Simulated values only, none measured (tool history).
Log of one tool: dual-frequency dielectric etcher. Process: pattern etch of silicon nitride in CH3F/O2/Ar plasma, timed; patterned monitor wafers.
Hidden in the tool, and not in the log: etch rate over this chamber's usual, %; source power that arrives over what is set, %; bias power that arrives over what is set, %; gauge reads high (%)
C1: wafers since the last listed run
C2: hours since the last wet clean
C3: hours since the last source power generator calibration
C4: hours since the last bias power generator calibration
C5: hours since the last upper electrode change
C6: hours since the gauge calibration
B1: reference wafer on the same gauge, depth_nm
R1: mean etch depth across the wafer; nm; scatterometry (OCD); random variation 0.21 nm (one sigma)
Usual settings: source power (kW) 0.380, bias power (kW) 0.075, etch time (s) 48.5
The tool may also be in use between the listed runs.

{"run": 1, "day": 0.0, "source power (kW)": 0.38, "bias power (kW)": 0.075, "etch time (s)": 48.5, "C1": 0, "C2": 202.3, "C3": 3915.4, "C4": 2191.3, "C5": 1757.0, "C6": 752.1, "B1": 32.19, "R1": 31.12}
{"day": 2.317, "done": "gauge calibrated"}
{"run": 2, "day": 2.421, "source power (kW)": 0.38, "bias power (kW)": 0.075, "etch time (s)": 48.5, "C1": 1112, "C2": 260.4, "C3": 3973.5, "C4": 2249.4, "C5": 1815.1, "C6": 2.5, "B1": 32.19, "R1": 30.73}
{"run": 3, "day": 5.083, "source power (kW)": 0.38, "bias power (kW)": 0.075, "etch time (s)": 48.5, "C1": 1223, "C2": 324.3, "C3": 4037.4, "C4": 2313.3, "C5": 1879.0, "C6": 66.4, "B1": 32.13, "R1": 31.04}
{"day": 6.696, "done": "wet clean of the chamber"}
{"run": 4, "day": 8.85, "source power (kW)": 0.38, "bias power (kW)": 0.075, "etch time (s)": 48.5, "C1": 1271, "C2": 51.7, "C3": 4127.8, "C4": 2403.7, "C5": 1969.4, "C6": 156.8, "B1": 32.21, "R1": 31.3}
{"run": 5, "day": 11.571, "source power (kW)": 0.45, "bias power (kW)": 0.062, "etch time (s)": 48.5, "C1": 1250, "C2": 117.0, "C3": 4193.1, "C4": 2469.0, "C5": 2034.7, "C6": 222.1, "B1": 32.11, "R1": 31.12}
{"run": 6, "day": 13.546, "source power (kW)": 0.45, "bias power (kW)": 0.062, "etch time (s)": 48.5, "C1": 907, "C2": 164.4, "C3": 4240.5, "C4": 2516.4, "C5": 2082.1, "C6": 269.5, "B1": 32.22, "R1": 31.63}
{"run": 7, "day": 15.812, "source power (kW)": 0.38, "bias power (kW)": 0.075, "etch time (s)": 48.5, "C1": 1041, "C2": 218.8, "C3": 4294.9, "C4": 2570.8, "C5": 2136.5, "C6": 323.9, "B1": 32.22, "R1": 31.0}
{"run": 8, "day": 17.712, "source power (kW)": 0.44, "bias power (kW)": 0.075, "etch time (s)": 48.5, "C1": 872, "C2": 264.4, "C3": 4340.5, "C4": 2616.4, "C5": 2182.1, "C6": 369.5, "B1": 32.2, "R1": 33.11}
{"day": 18.983, "done": "bias power generator calibrated"}
{"run": 9, "day": 21.979, "source power (kW)": 0.44, "bias power (kW)": 0.075, "etch time (s)": 48.5, "C1": 1883, "C2": 366.8, "C3": 4442.9, "C4": 71.9, "C5": 2284.5, "C6": 471.9, "B1": 32.13, "R1": 32.47}
{"day": 23.317, "done": "wet clean of the chamber"}
{"run": 10, "day": 23.846, "source power (kW)": 0.45, "bias power (kW)": 0.075, "etch time (s)": 48.5, "C1": 398, "C2": 12.7, "C3": 4487.7, "C4": 116.7, "C5": 2329.3, "C6": 516.7, "B1": 32.22, "R1": 31.93}
{"run": 11, "day": 26.604, "source power (kW)": 0.38, "bias power (kW)": 0.075, "etch time (s)": 57.0, "C1": 1267, "C2": 78.9, "C3": 4553.9, "C4": 182.9, "C5": 2395.5, "C6": 582.9, "B1": 32.22, "R1": 35.23}
{"run": 12, "day": 31.021, "source power (kW)": 0.38, "bias power (kW)": 0.075, "etch time (s)": 57.0, "C1": 2029, "C2": 184.9, "C3": 4659.9, "C4": 288.9, "C5": 2501.5, "C6": 688.9, "B1": 32.21, "R1": 35.2}
{"day": 31.883, "done": "gauge calibrated"}
{"run": 13, "day": 33.271, "source power (kW)": 0.29, "bias power (kW)": 0.068, "etch time (s)": 40.5, "C1": 1033, "C2": 238.9, "C3": 4713.9, "C4": 342.9, "C5": 2555.5, "C6": 33.3, "B1": 32.22, "R1": 21.6}
{"run": 14, "day": 35.042, "source power (kW)": 0.38, "bias power (kW)": 0.068, "etch time (s)": 52.5, "C1": 813, "C2": 281.4, "C3": 4756.4, "C4": 385.4, "C5": 2598.0, "C6": 75.8, "B1": 32.15, "R1": 30.99}
{"day": 36.146, "done": "upper electrode replaced"}
{"day": 37.567, "done": "wet clean of the chamber, repeated, since the last time left the tool worse"}
{"run": 15, "day": 39.962, "source power (kW)": 0.31, "bias power (kW)": 0.075, "etch time (s)": 35.5, "C1": 1342, "C2": 57.5, "C3": 4874.5, "C4": 503.5, "C5": 91.6, "C6": 193.9, "B1": 32.2, "R1": 21.53}
{"day": 42.117, "done": "source power generator calibrated"}
{"run": 16, "day": 42.342, "source power (kW)": 0.32, "bias power (kW)": 0.075, "etch time (s)": 48.5, "C1": 1016, "C2": 114.6, "C3": 5.4, "C4": 560.6, "C5": 148.7, "C6": 251.0, "B1": 32.17, "R1": 29.18}
{"run": 17, "day": 43.7, "source power (kW)": 0.29, "bias power (kW)": 0.075, "etch time (s)": 54.0, "C1": 624, "C2": 147.2, "C3": 38.0, "C4": 593.2, "C5": 181.3, "C6": 283.6, "B1": 32.22, "R1": 31.14}
{"run": 18, "day": 48.033, "source power (kW)": 0.38, "bias power (kW)": 0.093, "etch time (s)": 57.0, "C1": 1991, "C2": 251.2, "C3": 142.0, "C4": 697.2, "C5": 285.3, "C6": 387.6, "B1": 32.23, "R1": 38.95}
{"run": 19, "day": 50.238, "source power (kW)": 0.38, "bias power (kW)": 0.075, "etch time (s)": 48.5, "C1": 1012, "C2": 304.1, "C3": 194.9, "C4": 750.1, "C5": 338.2, "C6": 440.5, "B1": 32.28, "R1": 31.13}
{"day": 52.662, "done": "wet clean of the chamber"}
{"run": 20, "day": 52.683, "source power (kW)": 0.29, "bias power (kW)": 0.059, "etch time (s)": 42.0, "C1": 664, "C2": 0.5, "C3": 253.6, "C4": 808.8, "C5": 396.9, "C6": 499.2, "B1": 32.26, "R1": 22.61}
{"run": 21, "day": 54.812, "source power (kW)": 0.31, "bias power (kW)": 0.075, "etch time (s)": 54.0, "C1": 978, "C2": 51.6, "C3": 304.7, "C4": 859.9, "C5": 448.0, "C6": 550.3, "B1": 32.22, "R1": 32.6}
{"run": 22, "day": 56.025, "source power (kW)": 0.38, "bias power (kW)": 0.094, "etch time (s)": 34.5, "C1": 557, "C2": 80.7, "C3": 333.8, "C4": 889.0, "C5": 477.1, "C6": 579.4, "B1": 32.15, "R1": 24.01}
{"run": 23, "day": 58.012, "source power (kW)": 0.33, "bias power (kW)": 0.066, "etch time (s)": 52.0, "C1": 913, "C2": 128.4, "C3": 381.5, "C4": 936.7, "C5": 524.8, "C6": 627.1, "B1": 32.24, "R1": 30.82}
{"run": 24, "day": 60.346, "source power (kW)": 0.38, "bias power (kW)": 0.075, "etch time (s)": 48.5, "C1": 1072, "C2": 184.4, "C3": 437.5, "C4": 992.7, "C5": 580.8, "C6": 683.1, "B1": 32.21, "R1": 31.11}

Forecast each of these 4 alternatives for the next run:
{"run": "A", "day": 60.362, "source power (kW)": 0.38, "bias power (kW)": 0.061, "etch time (s)": 48.5, "C1": 7, "C2": 184.8, "C3": 437.9, "C4": 993.1, "C5": 581.2, "C6": 683.5, "B1": "?", "R1": "?"}
{"run": "B", "day": 60.362, "source power (kW)": 0.31, "bias power (kW)": 0.075, "etch time (s)": 48.5, "C1": 7, "C2": 184.8, "C3": 437.9, "C4": 993.1, "C5": 581.2, "C6": 683.5, "B1": "?", "R1": "?"}
{"run": "C", "day": 60.362, "source power (kW)": 0.35, "bias power (kW)": 0.06, "etch time (s)": 38.5, "C1": 7, "C2": 184.8, "C3": 437.9, "C4": 993.1, "C5": 581.2, "C6": 683.5, "B1": "?", "R1": "?"}
{"run": "D", "day": 60.362, "source power (kW)": 0.33, "bias power (kW)": 0.085, "etch time (s)": 55.5, "C1": 7, "C2": 184.8, "C3": 437.9, "C4": 993.1, "C5": 581.2, "C6": 683.5, "B1": "?", "R1": "?"}

run=A B1=32.19 R1=29.31
run=B B1=32.19 R1=28.93
run=C B1=32.19 R1=22.43
run=D B1=32.19 R1=35.32
Without the tool's hidden state the same runs would have given:
run=A R1=29.63
run=B R1=29.25
run=C R1=22.68
run=D R1=35.72
